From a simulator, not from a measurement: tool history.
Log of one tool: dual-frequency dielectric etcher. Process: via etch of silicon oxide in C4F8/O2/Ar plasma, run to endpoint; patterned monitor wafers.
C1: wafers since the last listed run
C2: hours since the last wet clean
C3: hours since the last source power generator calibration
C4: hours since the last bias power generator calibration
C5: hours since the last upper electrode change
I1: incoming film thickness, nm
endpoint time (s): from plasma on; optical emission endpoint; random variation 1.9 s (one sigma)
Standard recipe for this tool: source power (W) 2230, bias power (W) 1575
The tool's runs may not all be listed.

Run 1, day 0.000: usual settings; C1 0; C2 360.6; C3 1538.1; C4 2288.1; C5 2168.0; I1 1497.2. Result: endpoint time (s) 282.9.
Run 2, day 2.425: usual settings; C1 403; C2 418.8; C3 1596.3; C4 2346.3; C5 2226.2; I1 1476.7. Result: endpoint time (s) 272.4.
At day 4.075: wet clean of the chamber.
Run 3, day 6.188: usual settings; C1 459; C2 50.7; C3 1686.6; C4 2436.6; C5 2316.5; I1 1518.5. Result: endpoint time (s) 290.2.
Run 4, day 7.917: usual settings but source power (W) 1880; C1 287; C2 92.2; C3 1728.1; C4 2478.1; C5 2358.0; I1 1496.3. Result: endpoint time (s) 308.6.
Run 5, day 10.000: usual settings; C1 346; C2 142.2; C3 1778.1; C4 2528.1; C5 2408.0; I1 1494.5. Result: endpoint time (s) 282.3.
Run 6, day 14.862: usual settings; C1 809; C2 258.9; C3 1894.8; C4 2644.8; C5 2524.7; I1 1490.6. Result: endpoint time (s) 280.0.
Run 7, day 18.462: usual settings; C1 599; C2 345.3; C3 1981.2; C4 2731.2; C5 2611.1; I1 1484.8. Result: endpoint time (s) 278.3.
Run 8, day 22.058: usual settings but bias power (W) 1413; C1 598; C2 431.6; C3 2067.5; C4 2817.5; C5 2697.4; I1 1488.7. Result: endpoint time (s) 283.5.
Run 9, day 23.708: usual settings but bias power (W) 1413; C1 274; C2 471.2; C3 2107.1; C4 2857.1; C5 2737.0; I1 1494.0. Result: endpoint time (s) 281.8.
At day 25.550: bias power generator calibrated.
At day 25.779: wet clean of the chamber.
Run 10, day 26.025: usual settings; C1 319; C2 5.9; C3 2162.7; C4 11.4; C5 2792.6; I1 1498.3. Result: endpoint time (s) 287.3.
At day 30.588: source power generator calibrated.
Run 11, day 34.133: usual settings; C1 1322; C2 200.5; C3 85.1; C4 206.0; C5 2987.2; I1 1498.9. Result: endpoint time (s) 284.1.
Run 12, day 35.875: usual settings; C1 289; C2 242.3; C3 126.9; C4 247.8; C5 3029.0; I1 1498.3. Result: endpoint time (s) 281.7.
Run 13, day 37.783: usual settings; C1 317; C2 288.1; C3 172.7; C4 293.6; C5 3074.8; I1 1501.5. Result: endpoint time (s) 282.1.
At day 46.958: wet clean of the chamber.
Run 14, day 49.554: usual settings but source power (W) 2630; C1 1793; C2 62.3; C3 455.2; C4 576.1; C5 3357.3; I1 1488.8. Result: endpoint time (s) 268.0.
Run 15, day 51.683: usual settings but source power (W) 1910, bias power (W) 1698; C1 354; C2 113.4; C3 506.3; C4 627.2; C5 3408.4; I1 1474.5. Result: endpoint time (s) 292.9.
Run 16, day 54.492: usual settings; C1 467; C2 180.8; C3 573.7; C4 694.6; C5 3475.8; I1 1472.1. Result: endpoint time (s) 276.9.
At day 57.862: upper electrode replaced.
Run 17, day 57.883: usual settings but source power (W) 2070, bias power (W) 1922; C1 398; C2 262.2; C3 655.1; C4 776.0; C5 0.5; I1 1489.4. Result: endpoint time (s) 271.9.
Run 18, day 60.433: usual settings but source power (W) 1880; C1 424; C2 323.4; C3 716.3; C4 837.2; C5 61.7; I1 1483.7. Result: endpoint time (s) 295.1.
Run 19, day 62.562: usual settings but source power (W) 2760, bias power (W) 1414; C1 354; C2 374.5; C3 767.4; C4 888.3; C5 112.8; I1 1481.0. Result: endpoint time (s) 257.0.
At day 64.142: wet clean of the chamber.
Run 20, day 65.538: usual settings but source power (W) 1920, bias power (W) 1875; C1 328; C2 33.5; C3 838.8; C4 959.7; C5 184.2; I1 1479.5. Result: endpoint time (s) 288.1.
Run 21, day 67.671: usual settings but source power (W) 2530, bias power (W) 1268; C1 355; C2 84.7; C3 890.0; C4 1010.9; C5 235.4; I1 1482.3. Result: endpoint time (s) 287.8.
Run 22, day 70.183: usual settings but source power (W) 2730, bias power (W) 1346; C1 418; C2 145.0; C3 950.3; C4 1071.2; C5 295.7; I1 1486.5. Result: endpoint time (s) 270.2.
Run 23, day 71.804: usual settings but source power (W) 2620, bias power (W) 1286; C1 269; C2 183.9; C3 989.2; C4 1110.1; C5 334.6; I1 1498.1. Result: endpoint time (s) 279.1.
Run 24, day 73.421: usual settings but source power (W) 1760, bias power (W) 1934; C1 269; C2 222.7; C3 1028.0; C4 1148.9; C5 373.4; I1 1474.1. Result: endpoint time (s) 288.2.
Run 25, day 77.750: usual settings but source power (W) 2610, bias power (W) 1256; C1 720; C2 326.6; C3 1131.9; C4 1252.8; C5 477.3; I1 1478.1. Result: endpoint time (s) 273.1.

Predict each of these 4 candidate next runs independently; none follows another, all start after run 25:
Run A, day 77.771: usual settings but source power (W) 2030; C1 3; C2 327.1; C3 1132.4; C4 1253.3; C5 477.8; I1 1485.6. Result: endpoint time (s) ?.
Run B, day 77.771: usual settings but source power (W) 1720; C1 3; C2 327.1; C3 1132.4; C4 1253.3; C5 477.8; I1 1485.6. Result: endpoint time (s) ?.
Run C, day 77.771: usual settings but source power (W) 2760, bias power (W) 1677; C1 3; C2 327.1; C3 1132.4; C4 1253.3; C5 477.8; I1 1485.6. Result: endpoint time (s) ?.
Run D, day 77.771: usual settings but source power (W) 1810, bias power (W) 1861; C1 3; C2 327.1; C3 1132.4; C4 1253.3; C5 477.8; I1 1485.6. Result: endpoint time (s) ?.

run  endpoint time (s)
  A              285.9
  B              305.7
  C              248.3
  D              286.2
Take away the tool's hidden state, keep each run's random variation, and the runs would have read:
run  endpoint time (s)
  A              297.4
  B              318.0
  C              258.3
  D              297.7

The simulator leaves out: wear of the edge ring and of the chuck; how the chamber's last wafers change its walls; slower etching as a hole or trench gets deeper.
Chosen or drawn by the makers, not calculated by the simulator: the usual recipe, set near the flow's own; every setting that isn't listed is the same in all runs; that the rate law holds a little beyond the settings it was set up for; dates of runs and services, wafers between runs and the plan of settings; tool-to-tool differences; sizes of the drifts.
